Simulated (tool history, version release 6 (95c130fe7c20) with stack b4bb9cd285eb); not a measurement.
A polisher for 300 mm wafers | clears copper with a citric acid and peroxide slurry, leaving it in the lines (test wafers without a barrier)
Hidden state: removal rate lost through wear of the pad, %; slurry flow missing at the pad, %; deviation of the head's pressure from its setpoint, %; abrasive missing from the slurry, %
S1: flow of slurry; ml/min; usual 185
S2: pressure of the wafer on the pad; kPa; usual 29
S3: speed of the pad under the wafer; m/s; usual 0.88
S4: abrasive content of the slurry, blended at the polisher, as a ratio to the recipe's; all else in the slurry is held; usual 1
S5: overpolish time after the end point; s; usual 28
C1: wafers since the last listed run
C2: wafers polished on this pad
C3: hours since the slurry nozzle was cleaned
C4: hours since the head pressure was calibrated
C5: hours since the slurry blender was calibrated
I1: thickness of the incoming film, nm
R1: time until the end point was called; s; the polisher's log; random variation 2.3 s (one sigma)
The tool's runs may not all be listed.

| run | hour | S1 | S2 | S3 | S4 | S5 | C1 | C2 | C3 | C4 | C5 | I1 | R1 |
|---|---|---|---|---|---|---|---|---|---|---|---|---|---|
| 1 | 0 | 185 | 29 | 0.88 | 0.8 | 28 | 0 | 15 | 136 | 327.2 | 181.8 | 364 | 154 |
| 2 | 56.9 | 185 | 29 | 0.88 | 1 | 36 | 385 | 400 | 192.9 | 384.1 | 238.7 | 362.7 | 149.1 |
| 3 | 104.8 | 185 | 29 | 0.88 | 1 | 36 | 324 | 725 | 240.8 | 432 | 286.6 | 357.9 | 144.6 |
|  | 137.1 | head pressure recalibrated |
| 4 | 152.9 | 185 | 29 | 0.88 | 1 | 36 | 312 | 1037 | 288.9 | 15.8 | 334.7 | 365.7 | 149.6 |
| 5 | 216.1 | 185 | 36.5 | 0.88 | 1 | 28 | 428 | 1465 | 352.1 | 79 | 397.9 | 358.7 | 122 |
| 6 | 268.5 | 185 | 29 | 0.88 | 1 | 28 | 354 | 1820 | 404.5 | 131.4 | 450.3 | 364.5 | 154.1 |
|  | 283.3 | slurry blender recalibrated |
| 7 | 305.8 | 185 | 29 | 0.88 | 1 | 28 | 239 | 2059 | 441.8 | 168.7 | 22.5 | 355.1 | 155.5 |
| 8 | 365.8 | 185 | 29 | 0.88 | 1 | 28 | 406 | 2465 | 501.8 | 228.7 | 82.5 | 367.5 | 166.6 |
|  | 449 | worn pad replaced by a new one |
| 9 | 533.3 | 185 | 29 | 0.88 | 1 | 28 | 1107 | 570 | 669.3 | 396.2 | 250 | 361.8 | 147.7 |
| 10 | 562 | 185 | 29 | 0.88 | 0.95 | 28 | 194 | 765 | 698 | 424.9 | 278.7 | 358.7 | 149.5 |
|  | 573.3 | head pressure recalibrated |
| 11 | 595.5 | 130 | 29 | 1.06 | 0.9 | 34 | 213 | 978 | 731.5 | 22.2 | 312.2 | 364.9 | 131.5 |
| 12 | 634.1 | 185 | 29 | 0.88 | 0.95 | 28 | 261 | 1239 | 770.1 | 60.8 | 350.8 | 352.9 | 149.9 |
|  | 670 | slurry blender recalibrated |
| 13 | 670.5 | 155 | 19.3 | 0.88 | 1 | 28 | 232 | 1472 | 806.5 | 97.2 | 0.5 | 356.4 | 223 |
|  | 681.2 | slurry nozzle cleaned |
| 14 | 707.2 | 185 | 22.8 | 0.88 | 1 | 28 | 241 | 1714 | 26 | 133.9 | 37.2 | 368.2 | 196.9 |
| 15 | 773.5 | 185 | 29 | 0.88 | 1 | 28 | 449 | 2163 | 92.3 | 200.2 | 103.5 | 358.7 | 155.5 |
| 16 | 891.7 | 185 | 22.8 | 0.88 | 1 | 17 | 800 | 2964 | 210.5 | 318.4 | 221.7 | 357.9 | 208.3 |
|  | 897.4 | worn pad replaced by a new one |
| 17 | 963.2 | 145 | 29 | 0.88 | 1.25 | 28 | 457 | 445 | 282 | 389.9 | 293.2 | 360 | 149.4 |
| 18 | 1007.3 | 185 | 29 | 0.88 | 0.95 | 28 | 298 | 744 | 326.1 | 434 | 337.3 | 353.9 | 143.9 |
| 19 | 1074.9 | 185 | 29 | 0.88 | 1 | 28 | 457 | 1202 | 393.7 | 501.6 | 404.9 | 356 | 141.6 |
|  | 1094.5 | head pressure recalibrated |
|  | 1113.3 | slurry blender recalibrated |
| 20 | 1142.2 | 155 | 29 | 1.16 | 0.8 | 28 | 428 | 1631 | 461 | 47.7 | 28.9 | 359.7 | 122 |
| 21 | 1209.5 | 185 | 35.9 | 0.88 | 1.25 | 33 | 455 | 2086 | 528.3 | 115 | 96.2 | 360.2 | 119.9 |
| 22 | 1235.2 | 185 | 25.5 | 1.02 | 1 | 28 | 174 | 2260 | 554 | 140.7 | 121.9 | 359.3 | 151.6 |
|  | 1278.7 | worn pad replaced by a new one |
| 23 | 1302 | 250 | 38.6 | 0.88 | 0.75 | 28 | 425 | 157 | 620.8 | 207.5 | 188.7 | 366.8 | 113.2 |
| 24 | 1372.3 | 185 | 29 | 0.88 | 1.2 | 13 | 476 | 633 | 691.1 | 277.8 | 259 | 355.8 | 139.3 |
| 25 | 1420 | 185 | 29 | 0.88 | 1 | 28 | 323 | 956 | 738.8 | 325.5 | 306.7 | 361 | 147.7 |
| 26 | 1456.2 | 185 | 29 | 1.08 | 1.1 | 28 | 245 | 1202 | 775 | 361.7 | 342.9 | 359.1 | 118.5 |
| 27 | 1508.9 | 200 | 36.5 | 0.88 | 1.15 | 28 | 356 | 1558 | 827.7 | 414.4 | 395.6 | 354.7 | 115.9 |

Forecast each of these 5 alternatives for the next run:
| A | 1509.4 | 185 | 29 | 0.88 | 1 | 28 | 3 | 1562 | 828.2 | 414.9 | 396.1 | 359.5 | ? |
| B | 1509.4 | 235 | 25.5 | 1 | 1 | 28 | 3 | 1562 | 828.2 | 414.9 | 396.1 | 359.5 | ? |
| C | 1509.4 | 120 | 29 | 0.88 | 1 | 40 | 3 | 1562 | 828.2 | 414.9 | 396.1 | 359.5 | ? |
| D | 1509.4 | 185 | 29 | 0.68 | 1.2 | 28 | 3 | 1562 | 828.2 | 414.9 | 396.1 | 359.5 | ? |
| E | 1509.4 | 185 | 29 | 0.78 | 1 | 28 | 3 | 1562 | 828.2 | 414.9 | 396.1 | 359.5 | ? |

| run | R1 |
|---|---|
| A | 150.4 |
| B | 145.9 |
| C | 161.5 |
| D | 188.1 |
| E | 169.3 |
Without the tool's hidden state the same runs would have given:
| run | R1 |
|---|---|
| A | 144.7 |
| B | 140.4 |
| C | 155.3 |
| D | 180.9 |
| E | 162.9 |
